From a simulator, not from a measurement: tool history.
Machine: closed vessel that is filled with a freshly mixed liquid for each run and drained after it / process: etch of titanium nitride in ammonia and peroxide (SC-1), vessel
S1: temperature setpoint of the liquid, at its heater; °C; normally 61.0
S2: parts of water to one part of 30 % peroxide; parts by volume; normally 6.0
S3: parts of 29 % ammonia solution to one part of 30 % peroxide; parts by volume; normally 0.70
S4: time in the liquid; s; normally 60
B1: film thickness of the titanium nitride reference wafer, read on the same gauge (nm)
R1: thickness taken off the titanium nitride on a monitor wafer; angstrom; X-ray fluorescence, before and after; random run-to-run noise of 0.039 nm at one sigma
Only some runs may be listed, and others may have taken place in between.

| run | hour | S1 | S2 | S3 | S4 | B1 | R1 |
|---|---|---|---|---|---|---|---|
| 1 | 0.0 | 61.0 | 6.0 | 0.70 | 60 | 80.01 | 101.2 |
| 2 | 64.4 | 61.0 | 6.0 | 0.70 | 60 | 79.99 | 101.7 |
|  | 78.8 | gauge calibrated |
| 3 | 112.3 | 65.0 | 6.0 | 0.70 | 60 | 79.98 | 131.3 |
| 4 | 164.6 | 65.0 | 6.0 | 0.70 | 60 | 80.01 | 130.2 |
| 5 | 209.9 | 65.0 | 6.0 | 0.70 | 60 | 79.99 | 130.7 |
|  | 236.9 | ammonia flow meter replaced |
| 6 | 241.2 | 54.0 | 6.0 | 0.70 | 60 | 80.00 | 63.1 |
| 7 | 273.5 | 55.5 | 6.0 | 0.70 | 60 | 80.00 | 69.6 |
| 8 | 337.9 | 55.5 | 6.0 | 0.70 | 60 | 79.99 | 69.6 |
| 9 | 368.4 | 61.0 | 9.0 | 0.90 | 60 | 80.01 | 85.8 |
|  | 385.6 | new drum of ammonia solution connected |
| 10 | 415.9 | 55.5 | 6.0 | 0.70 | 60 | 80.01 | 71.0 |
|  | 460.5 | thermometer replaced |
| 11 | 474.5 | 55.0 | 6.0 | 0.95 | 60 | 80.00 | 70.7 |
| 12 | 500.0 | 61.0 | 6.0 | 0.90 | 60 | 80.02 | 105.2 |
|  | 531.7 | gauge calibrated |
| 13 | 556.1 | 68.0 | 5.0 | 0.60 | 60 | 80.01 | 168.6 |
| 14 | 618.3 | 61.0 | 6.0 | 0.45 | 35 | 80.02 | 54.6 |
| 15 | 666.0 | 65.0 | 9.0 | 0.85 | 60 | 80.03 | 110.3 |
| 16 | 703.4 | 68.0 | 5.0 | 1.00 | 80 | 79.99 | 241.0 |

What if the next run were any one of these 3? Each begins from the tool's condition after run 16:
| A | 704.1 | 61.0 | 6.0 | 0.95 | 60 | ? | ? |
| B | 704.1 | 55.0 | 8.5 | 0.70 | 30 | ? | ? |
| C | 704.1 | 61.0 | 6.0 | 0.70 | 35 | ? | ? |

| run | B1 | R1 |
|---|---|---|
| A | 80.00 | 104.8 |
| B | 80.00 | 28.4 |
| C | 80.00 | 58.5 |
Had the tool no hidden state, the same runs would have come out as:
| run | R1 |
|---|---|
| A | 106.1 |
| B | 28.9 |
| C | 59.3 |

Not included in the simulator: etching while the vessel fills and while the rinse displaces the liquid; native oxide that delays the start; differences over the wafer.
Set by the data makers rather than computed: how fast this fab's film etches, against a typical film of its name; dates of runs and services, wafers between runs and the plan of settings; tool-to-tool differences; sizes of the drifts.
